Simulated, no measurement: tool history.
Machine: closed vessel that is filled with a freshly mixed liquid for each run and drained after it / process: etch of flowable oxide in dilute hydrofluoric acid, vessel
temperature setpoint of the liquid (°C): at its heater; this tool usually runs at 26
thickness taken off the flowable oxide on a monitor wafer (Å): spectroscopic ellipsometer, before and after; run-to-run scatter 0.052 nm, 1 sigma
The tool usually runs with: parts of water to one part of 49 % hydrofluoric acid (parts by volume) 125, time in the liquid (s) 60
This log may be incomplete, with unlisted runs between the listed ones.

run,day,temperature setpoint of the liquid (°C),parts of water to one part of 49 % hydrofluoric acid (parts by volume),time in the liquid (s),"read-back film thickness of the flowable oxide reference wafer, read on the same gauge (nm)",thickness taken off the flowable oxide on a monitor wafer (Å)
1,0,26,125,60,69.99,147.9
2,0.521,26,125,60,70,146.9
3,0.95,26,125,60,70.02,146.1
4,1.538,26,125,60,70,147.6
5,1.858,26,125,40,70.01,98.4
# day 1.908: hydrofluoric acid flow meter replaced
6,2.296,26,125,40,70,111.6
7,2.842,26,125,60,70.03,167.6
# day 2.904: thermometer replaced
8,3.329,26,125,60,70.01,167.2
9,4.075,26,125,60,70.01,167.1
10,4.683,26,125,60,70,167.3
11,4.942,26,125,60,70.01,166.2
12,5.396,23.5,125,30,69.99,75.4
13,5.925,28,155,60,70,139.7
14,6.208,24.5,165,75,70.04,142.9
15,6.871,30,125,60,70,193.7
16,7.217,26,100,50,70.02,178.9
17,7.929,26,125,60,69.99,166.1
18,9,24.5,140,60,70,137.6
19,9.571,29.5,150,85,70.04,215.1
# day 9.983: gauge calibrated
20,10.062,26,125,60,70.04,166.3
21,10.317,26,75,90,70.01,443.3
22,10.571,26,150,80,70,179.2
23,11.35,26,150,60,69.97,133.4
24,12.054,26,125,60,70.02,165.9
25,12.367,30,180,30,70.01,61.8
26,12.992,26,125,60,69.99,164.8
27,13.5,21.5,180,45,70,67.6
28,14.208,22,90,75,70.01,256.2
29,14.675,30,155,60,69.97,148.8
30,15.346,24.5,145,30,70,65.5
31,15.621,30,125,85,70.02,270.3
32,16.129,26,175,30,70.01,55.5
33,16.383,23,180,80,70,127

Measured less the same run without the tool's hidden state. The same run-to-run variation is in both; the gauge's scatter may not be:
Hidden conditions of the tool in this case: liquid colder than its thermometer reads (K); hydrofluoric acid flow below the setpoint (%); gauge reads high (%).
run,thickness taken off the flowable oxide on a monitor wafer (Å)
1,-20.9
2,-20.9
3,-20.9
4,-21.2
5,-14.2
6,-0.3
7,-0.6
8,-0.7
9,-0.8
10,-1
11,-1
12,-0.5
13,-1.1
14,-1.1
15,-1.7
16,-1.5
17,-1.7
18,-1.5
19,-2.6
20,-2.1
21,-5.3
22,-2.4
23,-1.8
24,-2.4
25,-1
26,-2.7
27,-1.2
28,-4.3
29,-2.7
30,-1.2
31,-5.2
32,-1.1
33,-2.6
